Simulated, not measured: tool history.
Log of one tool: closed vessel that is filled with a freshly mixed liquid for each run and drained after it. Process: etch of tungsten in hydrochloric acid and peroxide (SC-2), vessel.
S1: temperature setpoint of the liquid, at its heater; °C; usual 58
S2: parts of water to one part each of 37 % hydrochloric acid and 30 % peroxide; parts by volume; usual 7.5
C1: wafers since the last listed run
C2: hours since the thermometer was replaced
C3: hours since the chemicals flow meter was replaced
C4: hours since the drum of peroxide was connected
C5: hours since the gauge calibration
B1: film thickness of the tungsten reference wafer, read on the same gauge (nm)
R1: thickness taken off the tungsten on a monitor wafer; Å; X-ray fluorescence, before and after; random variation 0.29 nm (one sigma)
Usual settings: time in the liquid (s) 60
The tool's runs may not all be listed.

{"run": 1, "day": 0.0, "S1": 58, "S2": 7.5, "time in the liquid (s)": 60, "C1": 0, "C2": 1904.1, "C3": 1179.2, "C4": 1036.5, "C5": 275.9, "B1": 109.98, "R1": 352.3}
{"run": 2, "day": 1.371, "S1": 58, "S2": 7.5, "time in the liquid (s)": 60, "C1": 4024, "C2": 1937, "C3": 1212.1, "C4": 1069.4, "C5": 308.8, "B1": 110.02, "R1": 351.6}
{"run": 3, "day": 1.971, "S1": 58, "S2": 7.5, "time in the liquid (s)": 60, "C1": 1761, "C2": 1951.4, "C3": 1226.5, "C4": 1083.8, "C5": 323.2, "B1": 109.97, "R1": 352.6}
{"run": 4, "day": 3.221, "S1": 58, "S2": 7.5, "time in the liquid (s)": 60, "C1": 3669, "C2": 1981.4, "C3": 1256.5, "C4": 1113.8, "C5": 353.2, "B1": 110.01, "R1": 349.9}
{"run": 5, "day": 3.838, "S1": 58, "S2": 7.5, "time in the liquid (s)": 60, "C1": 1810, "C2": 1996.2, "C3": 1271.3, "C4": 1128.6, "C5": 368, "B1": 110.03, "R1": 348}
{"run": 6, "day": 4.975, "S1": 58, "S2": 7.5, "time in the liquid (s)": 60, "C1": 3339, "C2": 2023.5, "C3": 1298.6, "C4": 1155.9, "C5": 395.3, "B1": 110.02, "R1": 345.8}
{"run": 7, "day": 5.492, "S1": 60.5, "S2": 7.5, "time in the liquid (s)": 60, "C1": 1516, "C2": 2035.9, "C3": 1311, "C4": 1168.3, "C5": 407.7, "B1": 110, "R1": 402.7}
{"run": 8, "day": 6.579, "S1": 60.5, "S2": 7.5, "time in the liquid (s)": 60, "C1": 3192, "C2": 2062, "C3": 1337.1, "C4": 1194.4, "C5": 433.8, "B1": 109.97, "R1": 408.2}
{"run": 9, "day": 7.171, "S1": 60.5, "S2": 7.5, "time in the liquid (s)": 60, "C1": 1736, "C2": 2076.2, "C3": 1351.3, "C4": 1208.6, "C5": 448, "B1": 110.02, "R1": 407.3}
{"day": 7.588, "done": "new drum of peroxide connected"}
{"run": 10, "day": 8.467, "S1": 58, "S2": 11, "time in the liquid (s)": 50, "C1": 3681, "C2": 2107.3, "C3": 1382.4, "C4": 21.1, "C5": 479.1, "B1": 109.98, "R1": 211.4}
{"run": 11, "day": 11.738, "S1": 58, "S2": 7.5, "time in the liquid (s)": 60, "C1": 9602, "C2": 2185.8, "C3": 1460.9, "C4": 99.6, "C5": 557.6, "B1": 109.98, "R1": 349.2}
{"day": 11.808, "done": "thermometer replaced"}
{"day": 12.933, "done": "gauge calibrated"}
{"run": 12, "day": 12.95, "S1": 58, "S2": 11.5, "time in the liquid (s)": 85, "C1": 3437, "C2": 27.4, "C3": 1490, "C4": 128.7, "C5": 0.4, "B1": 109.98, "R1": 318.7}
{"run": 13, "day": 13.825, "S1": 58, "S2": 7.5, "time in the liquid (s)": 60, "C1": 2568, "C2": 48.4, "C3": 1511, "C4": 149.7, "C5": 21.4, "B1": 109.98, "R1": 324.1}
{"run": 14, "day": 15.2, "S1": 67, "S2": 4.5, "time in the liquid (s)": 40, "C1": 4036, "C2": 81.4, "C3": 1544, "C4": 182.7, "C5": 54.4, "B1": 110, "R1": 546.5}
{"run": 15, "day": 16.412, "S1": 58, "S2": 8.5, "time in the liquid (s)": 90, "C1": 3559, "C2": 110.5, "C3": 1573.1, "C4": 211.8, "C5": 83.5, "B1": 110.01, "R1": 442}
{"run": 16, "day": 17.038, "S1": 64, "S2": 11.5, "time in the liquid (s)": 90, "C1": 1834, "C2": 125.5, "C3": 1588.1, "C4": 226.8, "C5": 98.5, "B1": 110, "R1": 499.3}
{"run": 17, "day": 17.538, "S1": 58, "S2": 4, "time in the liquid (s)": 60, "C1": 1467, "C2": 137.5, "C3": 1600.1, "C4": 238.8, "C5": 110.5, "B1": 109.99, "R1": 509.8}
{"day": 17.883, "done": "chemicals flow meter replaced"}
{"run": 18, "day": 18.425, "S1": 67, "S2": 9, "time in the liquid (s)": 50, "C1": 2483, "C2": 158.8, "C3": 13, "C4": 260.1, "C5": 131.8, "B1": 110, "R1": 403.6}
{"run": 19, "day": 19.146, "S1": 58, "S2": 7.5, "time in the liquid (s)": 60, "C1": 2116, "C2": 176.1, "C3": 30.3, "C4": 277.4, "C5": 149.1, "B1": 110.03, "R1": 318.2}
{"day": 19.262, "done": "thermometer replaced, repeated, since the last time left the tool worse"}
{"run": 20, "day": 19.854, "S1": 50.5, "S2": 8.5, "time in the liquid (s)": 35, "C1": 1957, "C2": 14.2, "C3": 47.3, "C4": 294.4, "C5": 166.1, "B1": 109.97, "R1": 125.3}
{"run": 21, "day": 20.721, "S1": 58, "S2": 7.5, "time in the liquid (s)": 60, "C1": 2544, "C2": 35, "C3": 68.1, "C4": 315.2, "C5": 186.9, "B1": 110.05, "R1": 388.5}
{"run": 22, "day": 21.438, "S1": 48, "S2": 7.5, "time in the liquid (s)": 60, "C1": 2103, "C2": 52.2, "C3": 85.3, "C4": 332.4, "C5": 204.1, "B1": 109.97, "R1": 200.1}
{"run": 23, "day": 22.55, "S1": 58, "S2": 10.5, "time in the liquid (s)": 60, "C1": 3266, "C2": 78.9, "C3": 112, "C4": 359.1, "C5": 230.8, "B1": 109.96, "R1": 290.6}
{"run": 24, "day": 23.45, "S1": 54, "S2": 5.5, "time in the liquid (s)": 35, "C1": 2642, "C2": 100.5, "C3": 133.6, "C4": 380.7, "C5": 252.4, "B1": 110, "R1": 221.3}
{"run": 25, "day": 24.842, "S1": 58, "S2": 7.5, "time in the liquid (s)": 40, "C1": 4085, "C2": 133.9, "C3": 167, "C4": 414.1, "C5": 285.8, "B1": 109.99, "R1": 255.7}
{"run": 26, "day": 25.975, "S1": 67, "S2": 9, "time in the liquid (s)": 50, "C1": 3327, "C2": 161.1, "C3": 194.2, "C4": 441.3, "C5": 313, "B1": 110.05, "R1": 488.3}
{"run": 27, "day": 27.038, "S1": 54, "S2": 10, "time in the liquid (s)": 50, "C1": 3119, "C2": 186.6, "C3": 219.7, "C4": 466.8, "C5": 338.5, "B1": 109.98, "R1": 197.6}
{"run": 28, "day": 27.742, "S1": 58, "S2": 11, "time in the liquid (s)": 35, "C1": 2067, "C2": 203.5, "C3": 236.6, "C4": 483.7, "C5": 355.4, "B1": 110.02, "R1": 162.9}
{"run": 29, "day": 28.642, "S1": 55, "S2": 7.5, "time in the liquid (s)": 60, "C1": 2642, "C2": 225.1, "C3": 258.2, "C4": 505.3, "C5": 377, "B1": 110.03, "R1": 317.1}

Forecast each of these 5 alternatives for the next run:
{"run": "A", "day": 28.671, "S1": 58, "S2": 7.5, "time in the liquid (s)": 60, "C1": 85, "C2": 225.8, "C3": 258.9, "C4": 506, "C5": 377.7, "B1": "?", "R1": "?"}
{"run": "B", "day": 28.671, "S1": 54.5, "S2": 7.5, "time in the liquid (s)": 30, "C1": 85, "C2": 225.8, "C3": 258.9, "C4": 506, "C5": 377.7, "B1": "?", "R1": "?"}
{"run": "C", "day": 28.671, "S1": 63, "S2": 7.5, "time in the liquid (s)": 60, "C1": 85, "C2": 225.8, "C3": 258.9, "C4": 506, "C5": 377.7, "B1": "?", "R1": "?"}
{"run": "D", "day": 28.671, "S1": 51.5, "S2": 7.5, "time in the liquid (s)": 30, "C1": 85, "C2": 225.8, "C3": 258.9, "C4": 506, "C5": 377.7, "B1": "?", "R1": "?"}
{"run": "E", "day": 28.671, "S1": 58, "S2": 9.5, "time in the liquid (s)": 60, "C1": 85, "C2": 225.8, "C3": 258.9, "C4": 506, "C5": 377.7, "B1": "?", "R1": "?"}

run=A B1=109.98 R1=386.7
run=B B1=109.98 R1=154.4
run=C B1=109.98 R1=529.1
run=D B1=109.98 R1=126.8
run=E B1=109.98 R1=319.4
Without the tool's hidden state the same runs would have given:
run=A R1=396.7
run=B R1=158.4
run=C R1=542.3
run=D R1=130.2
run=E R1=327.7

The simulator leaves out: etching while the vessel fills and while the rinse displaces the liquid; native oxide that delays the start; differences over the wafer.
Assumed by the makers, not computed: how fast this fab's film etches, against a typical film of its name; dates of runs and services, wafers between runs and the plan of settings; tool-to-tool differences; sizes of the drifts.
